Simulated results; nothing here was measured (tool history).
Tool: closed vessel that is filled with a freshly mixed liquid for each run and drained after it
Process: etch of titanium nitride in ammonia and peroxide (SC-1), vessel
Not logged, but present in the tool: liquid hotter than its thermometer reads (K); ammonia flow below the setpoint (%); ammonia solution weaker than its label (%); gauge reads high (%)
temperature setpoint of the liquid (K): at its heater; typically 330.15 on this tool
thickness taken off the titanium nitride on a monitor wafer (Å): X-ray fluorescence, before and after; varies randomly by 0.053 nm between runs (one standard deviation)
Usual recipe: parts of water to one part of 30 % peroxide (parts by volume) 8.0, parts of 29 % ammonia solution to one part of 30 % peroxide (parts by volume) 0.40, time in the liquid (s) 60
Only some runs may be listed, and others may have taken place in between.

run	hour	temperature setpoint of the liquid (K)	parts of water to one part of 30 % peroxide (parts by volume)	parts of 29 % ammonia solution to one part of 30 % peroxide (parts by volume)	time in the liquid (s)	wafers since the last listed run	hours since the thermometer was replaced	hours since the ammonia flow meter was replaced	hours since the drum of ammonia solution was connected	hours since the gauge calibration	read-back film thickness of the titanium nitride reference wafer, read on the same gauge (nm)	thickness taken off the titanium nitride on a monitor wafer (Å)
1	0.0	330.15	8.0	0.40	60	0	1607.2	125.0	333.9	2975.4	69.98	112.3
2	59.2	330.15	8.0	0.40	60	7929	1666.4	184.2	393.1	3034.6	70.03	111.8
3	125.1	330.15	8.0	0.40	60	8826	1732.3	250.1	459.0	3100.5	69.99	111.9
4	225.7	330.15	5.5	0.50	60	13474	1832.9	350.7	559.6	3201.1	69.99	138.8
5	340.2	330.15	5.5	0.50	60	15335	1947.4	465.2	674.1	3315.6	69.98	138.6
# hour 397.9: thermometer replaced
6	447.9	330.15	5.5	0.50	60	14291	50.0	572.9	781.8	3423.3	69.99	137.8
7	498.8	330.15	8.0	0.40	60	6817	100.9	623.8	832.7	3474.2	70.04	110.4
# hour 571.0: gauge calibrated
8	582.2	330.15	8.0	0.40	60	11170	184.3	707.2	916.1	11.2	69.98	111.6
9	659.6	330.15	8.0	0.40	60	10366	261.7	784.6	993.5	88.6	70.01	110.2
10	708.4	330.15	8.0	0.45	50	6536	310.5	833.4	1042.3	137.4	69.99	94.5
11	778.5	330.15	5.5	0.50	60	9389	380.6	903.5	1112.4	207.5	69.98	137.3
12	840.1	325.15	10.5	0.35	85	8250	442.2	965.1	1174.0	269.1	70.01	95.1
# hour 855.7: new drum of ammonia solution connected
13	917.4	324.15	8.0	0.25	35	10219	519.5	1042.4	61.7	346.4	70.02	39.3
14	972.0	326.65	10.0	0.40	50	7313	574.1	1097.0	116.3	401.0	70.03	64.5
15	1077.1	326.65	8.0	0.40	60	14076	679.2	1202.1	221.4	506.1	69.98	87.3
16	1184.8	321.15	10.0	0.50	60	14425	786.9	1309.8	329.1	613.8	69.99	54.5
17	1223.6	330.15	8.0	0.40	60	5196	825.7	1348.6	367.9	652.6	69.98	109.1
18	1320.8	330.15	8.0	0.40	60	13018	922.9	1445.8	465.1	749.8	69.99	109.7
19	1413.0	323.65	10.5	0.60	30	12349	1015.1	1538.0	557.3	842.0	70.03	32.8
20	1468.2	322.15	6.5	0.50	80	7393	1070.3	1593.2	612.5	897.2	70.01	97.3
# hour 1500.7: ammonia flow meter replaced
21	1549.8	324.65	8.0	0.35	60	10795	1151.9	49.1	694.1	978.8	70.00	74.6
22	1624.9	330.15	8.0	0.40	60	10058	1227.0	124.2	769.2	1053.9	70.02	111.2
23	1803.2	330.15	10.0	0.40	45	23881	1405.3	302.5	947.5	1232.2	69.98	73.9
# hour 1904.6: new drum of ammonia solution connected
24	1919.8	335.15	11.5	0.60	30	15483	1521.9	419.1	15.2	1348.8	69.98	68.3
25	2023.1	333.65	5.0	0.55	80	13835	1625.2	522.4	118.5	1452.1	70.00	248.1
26	2111.1	339.65	8.0	0.40	45	11786	1713.2	610.4	206.5	1540.1	70.03	153.7
27	2211.9	325.65	8.0	0.25	60	13500	1814.0	711.2	307.3	1640.9	70.02	74.8

4 options for the next run, each taken on its own from the tool as it stands now. Forecast them:
A	2212.6	330.15	8.0	0.40	60	93	1814.7	711.9	308.0	1641.6	?	?
B	2212.6	330.15	10.5	0.40	60	93	1814.7	711.9	308.0	1641.6	?	?
C	2212.6	330.15	8.0	0.30	60	93	1814.7	711.9	308.0	1641.6	?	?
D	2212.6	330.15	12.0	0.40	60	93	1814.7	711.9	308.0	1641.6	?	?

run	read-back film thickness of the titanium nitride reference wafer, read on the same gauge (nm)	thickness taken off the titanium nitride on a monitor wafer (Å)
A	70.01	110.3
B	70.01	95.7
C	70.01	104.8
D	70.01	89.1
Stripped of hidden state, with their random variation kept, the same runs would have yielded:
run	thickness taken off the titanium nitride on a monitor wafer (Å)
A	111.8
B	97.1
C	106.2
D	90.4
